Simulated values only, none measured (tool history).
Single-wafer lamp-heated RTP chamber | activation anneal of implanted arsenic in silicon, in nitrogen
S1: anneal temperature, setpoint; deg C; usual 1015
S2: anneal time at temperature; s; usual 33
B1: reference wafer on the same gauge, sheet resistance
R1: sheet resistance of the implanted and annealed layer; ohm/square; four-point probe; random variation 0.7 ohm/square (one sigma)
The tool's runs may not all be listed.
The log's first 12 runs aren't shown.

-- hour=1280.1 reflector plate cleaned
-- hour=1321.7 pyrometer window cleaned and pyrometer calibrated
run 13 hour=1380.7 | S1=1015 S2=33 | B1=144.57 | R1=171.48
run 14 hour=1451.0 | S1=1015 S2=33 | B1=144.23 | R1=170.90
run 15 hour=1522.9 | S1=1035 S2=45 | B1=144.12 | R1=159.34
run 16 hour=1567.2 | S1=1015 S2=33 | B1=144.28 | R1=171.50
run 17 hour=1662.1 | S1=1033 S2=26 | B1=144.16 | R1=167.21
run 18 hour=1715.2 | S1=1023 S2=39 | B1=144.03 | R1=164.28
-- hour=1724.4 gauge calibrated
run 19 hour=1794.1 | S1=1044 S2=43 | B1=146.74 | R1=158.92
-- hour=1887.3 pyrometer window cleaned and pyrometer calibrated
run 20 hour=1892.6 | S1=1037 S2=28 | B1=146.22 | R1=167.12
run 21 hour=1958.9 | S1=1035 S2=19 | B1=146.17 | R1=175.09
run 22 hour=2062.4 | S1=1003 S2=44 | B1=145.59 | R1=173.55
run 23 hour=2157.3 | S1=1043 S2=17 | B1=145.46 | R1=171.19
run 24 hour=2242.5 | S1=1042 S2=20 | B1=145.29 | R1=169.32
-- hour=2299.2 reflector plate cleaned
run 25 hour=2303.7 | S1=1015 S2=33 | B1=144.86 | R1=171.73
-- hour=2369.7 pyrometer window cleaned and pyrometer calibrated
run 26 hour=2389.4 | S1=1015 S2=33 | B1=144.62 | R1=171.59
run 27 hour=2483.2 | S1=1032 S2=48 | B1=144.70 | R1=158.97
run 28 hour=2538.5 | S1=1000 S2=26 | B1=144.67 | R1=182.51
run 29 hour=2607.6 | S1=1015 S2=48 | B1=144.43 | R1=164.89
run 30 hour=2747.2 | S1=1015 S2=33 | B1=144.47 | R1=170.19

Forecast each of these 3 alternatives for the next run:
run A hour=2747.6 | S1=1015 S2=33 | B1=? | R1=?
run B hour=2747.6 | S1=1035 S2=33 | B1=? | R1=?
run C hour=2747.6 | S1=987 S2=38 | B1=? | R1=?

run=A B1=144.35 R1=170.72
run=B B1=144.35 R1=163.10
run=C B1=144.35 R1=180.72
Without the tool's hidden state the same runs would have given:
run=A R1=173.84
run=B R1=166.07
run=C R1=184.01

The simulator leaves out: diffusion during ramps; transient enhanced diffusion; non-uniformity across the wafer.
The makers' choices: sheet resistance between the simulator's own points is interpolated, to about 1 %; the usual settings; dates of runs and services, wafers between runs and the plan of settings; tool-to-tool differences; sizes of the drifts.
